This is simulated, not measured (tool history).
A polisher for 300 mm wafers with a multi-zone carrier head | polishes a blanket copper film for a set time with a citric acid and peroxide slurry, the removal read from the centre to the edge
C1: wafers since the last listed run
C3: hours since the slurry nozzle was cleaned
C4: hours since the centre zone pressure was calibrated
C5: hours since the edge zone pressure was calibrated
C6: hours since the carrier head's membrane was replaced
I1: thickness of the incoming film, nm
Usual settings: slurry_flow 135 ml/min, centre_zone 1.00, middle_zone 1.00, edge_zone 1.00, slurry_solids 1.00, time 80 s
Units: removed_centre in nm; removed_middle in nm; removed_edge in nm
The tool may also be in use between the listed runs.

run 1 hour=0.0 | slurry_flow=135 centre_zone=1.00 middle_zone=1.00 edge_zone=1.00 slurry_solids=1.00 time=80 | C1=0 wafers_polished_on_this_pad=877 C3=35.2 C4=986.6 C5=558.0 C6=29.1 | I1=549.2 | removed_centre=156.6 removed_middle=163.0 removed_edge=149.9
-- hour=0.1 edge zone pressure recalibrated
-- hour=40.9 centre zone pressure recalibrated
run 2 hour=55.3 | slurry_flow=135 centre_zone=1.00 middle_zone=1.00 edge_zone=1.00 slurry_solids=1.00 time=101 | C1=584 wafers_polished_on_this_pad=1462 C3=90.5 C4=14.4 C5=55.2 C6=84.4 | I1=555.3 | removed_centre=197.1 removed_middle=206.2 removed_edge=193.0
run 3 hour=247.6 | slurry_flow=135 centre_zone=1.00 middle_zone=1.00 edge_zone=1.00 slurry_solids=1.00 time=101 | C1=2113 wafers_polished_on_this_pad=3575 C3=282.8 C4=206.7 C5=247.5 C6=276.7 | I1=547.9 | removed_centre=201.3 removed_middle=201.2 removed_edge=191.8
-- hour=260.9 worn pad replaced by a new one
run 4 hour=306.1 | slurry_flow=135 centre_zone=1.00 middle_zone=1.00 edge_zone=1.00 slurry_solids=1.00 time=80 | C1=598 wafers_polished_on_this_pad=496 C3=341.3 C4=265.2 C5=306.0 C6=335.2 | I1=553.7 | removed_centre=156.2 removed_middle=163.1 removed_edge=151.0
run 5 hour=376.4 | slurry_flow=135 centre_zone=1.00 middle_zone=1.00 edge_zone=1.00 slurry_solids=1.00 time=80 | C1=772 wafers_polished_on_this_pad=1269 C3=411.6 C4=335.5 C5=376.3 C6=405.5 | I1=542.0 | removed_centre=152.6 removed_middle=164.7 removed_edge=150.2
run 6 hour=420.3 | slurry_flow=135 centre_zone=1.00 middle_zone=1.00 edge_zone=1.00 slurry_solids=1.05 time=80 | C1=482 wafers_polished_on_this_pad=1752 C3=455.5 C4=379.4 C5=420.2 C6=449.4 | I1=553.0 | removed_centre=156.3 removed_middle=170.2 removed_edge=150.5
run 7 hour=484.6 | slurry_flow=135 centre_zone=1.00 middle_zone=1.00 edge_zone=1.00 slurry_solids=1.05 time=80 | C1=706 wafers_polished_on_this_pad=2458 C3=519.8 C4=443.7 C5=484.5 C6=513.7 | I1=546.4 | removed_centre=154.6 removed_middle=165.2 removed_edge=152.6
-- hour=528.6 edge zone pressure recalibrated
run 8 hour=576.1 | slurry_flow=135 centre_zone=1.00 middle_zone=1.00 edge_zone=1.00 slurry_solids=1.00 time=80 | C1=983 wafers_polished_on_this_pad=3442 C3=611.3 C4=535.2 C5=47.5 C6=605.2 | I1=557.5 | removed_centre=154.6 removed_middle=161.8 removed_edge=149.7
-- hour=609.8 worn pad replaced by a new one
run 9 hour=645.3 | slurry_flow=135 centre_zone=1.00 middle_zone=1.00 edge_zone=1.00 slurry_solids=1.00 time=80 | C1=716 wafers_polished_on_this_pad=389 C3=680.5 C4=604.4 C5=116.7 C6=674.4 | I1=553.0 | removed_centre=157.4 removed_middle=161.9 removed_edge=150.6
-- hour=691.3 slurry nozzle cleaned
-- hour=816.8 carrier head's membrane replaced by a new one
run 10 hour=847.1 | slurry_flow=110 centre_zone=1.00 middle_zone=1.00 edge_zone=1.00 slurry_solids=1.25 time=80 | C1=2151 wafers_polished_on_this_pad=2541 C3=155.8 C4=806.2 C5=318.5 C6=30.3 | I1=559.6 | removed_centre=154.3 removed_middle=165.1 removed_edge=153.3
run 11 hour=910.5 | slurry_flow=135 centre_zone=1.00 middle_zone=1.00 edge_zone=0.94 slurry_solids=1.00 time=80 | C1=696 wafers_polished_on_this_pad=3238 C3=219.2 C4=869.6 C5=381.9 C6=93.7 | I1=552.8 | removed_centre=160.0 removed_middle=162.7 removed_edge=147.1
-- hour=916.0 centre zone pressure recalibrated
-- hour=936.8 worn pad replaced by a new one
run 12 hour=1010.1 | slurry_flow=135 centre_zone=1.00 middle_zone=1.00 edge_zone=1.00 slurry_solids=1.00 time=80 | C1=1028 wafers_polished_on_this_pad=805 C3=318.8 C4=94.1 C5=481.5 C6=193.3 | I1=558.7 | removed_centre=156.0 removed_middle=164.1 removed_edge=152.2
-- hour=1070.2 edge zone pressure recalibrated
run 13 hour=1082.4 | slurry_flow=90 centre_zone=1.00 middle_zone=1.00 edge_zone=0.96 slurry_solids=1.25 time=60 | C1=772 wafers_polished_on_this_pad=1577 C3=391.1 C4=166.4 C5=12.2 C6=265.6 | I1=554.3 | removed_centre=106.0 removed_middle=112.9 removed_edge=105.8
run 14 hour=1186.2 | slurry_flow=135 centre_zone=1.00 middle_zone=1.00 edge_zone=0.92 slurry_solids=1.00 time=65 | C1=1140 wafers_polished_on_this_pad=2718 C3=494.9 C4=270.2 C5=116.0 C6=369.4 | I1=550.9 | removed_centre=129.1 removed_middle=131.6 removed_edge=118.3
-- hour=1223.5 worn pad replaced by a new one
run 15 hour=1224.0 | slurry_flow=135 centre_zone=0.91 middle_zone=1.00 edge_zone=1.12 slurry_solids=1.20 time=97 | C1=371 wafers_polished_on_this_pad=5 C3=532.7 C4=308.0 C5=153.8 C6=407.2 | I1=545.4 | removed_centre=181.8 removed_middle=203.9 removed_edge=200.9
run 16 hour=1321.7 | slurry_flow=115 centre_zone=1.00 middle_zone=1.00 edge_zone=0.94 slurry_solids=1.00 time=80 | C1=1073 wafers_polished_on_this_pad=1079 C3=630.4 C4=405.7 C5=251.5 C6=504.9 | I1=553.3 | removed_centre=146.5 removed_middle=152.4 removed_edge=141.2
-- hour=1371.5 slurry nozzle cleaned
run 17 hour=1422.0 | slurry_flow=135 centre_zone=1.00 middle_zone=1.00 edge_zone=1.00 slurry_solids=1.00 time=80 | C1=1091 wafers_polished_on_this_pad=2170 C3=50.5 C4=506.0 C5=351.8 C6=605.2 | I1=552.2 | removed_centre=149.8 removed_middle=164.0 removed_edge=149.4
run 18 hour=1529.8 | slurry_flow=135 centre_zone=1.05 middle_zone=1.00 edge_zone=1.00 slurry_solids=1.00 time=105 | C1=1184 wafers_polished_on_this_pad=3355 C3=158.3 C4=613.8 C5=459.6 C6=713.0 | I1=546.9 | removed_centre=215.6 removed_middle=214.0 removed_edge=197.5

How the hidden state differs across the entries between the runs, from the last listed run before each to the first after it:
Between runs 1 and 2: edge zone pressure recalibrated (hour 0.1); centre zone pressure recalibrated (hour 40.9)
  no hidden state differs between the two runs
Between runs 3 and 4: worn pad replaced by a new one (hour 260.9)
  no hidden state differs between the two runs
Between runs 7 and 8: edge zone pressure recalibrated (hour 528.6)
  no hidden state differs between the two runs
Between runs 8 and 9: worn pad replaced by a new one (hour 609.8)
  no hidden state differs between the two runs
Between runs 9 and 10: slurry nozzle cleaned (hour 691.3); carrier head's membrane replaced by a new one (hour 816.8)
  no hidden state differs between the two runs
Between runs 11 and 12: centre zone pressure recalibrated (hour 916.0); worn pad replaced by a new one (hour 936.8)
  no hidden state differs between the two runs
Between runs 12 and 13: edge zone pressure recalibrated (hour 1070.2)
  no hidden state differs between the two runs
Between runs 14 and 15: worn pad replaced by a new one (hour 1223.5)
  no hidden state differs between the two runs
Between runs 16 and 17: slurry nozzle cleaned (hour 1371.5)
  no hidden state differs between the two runs
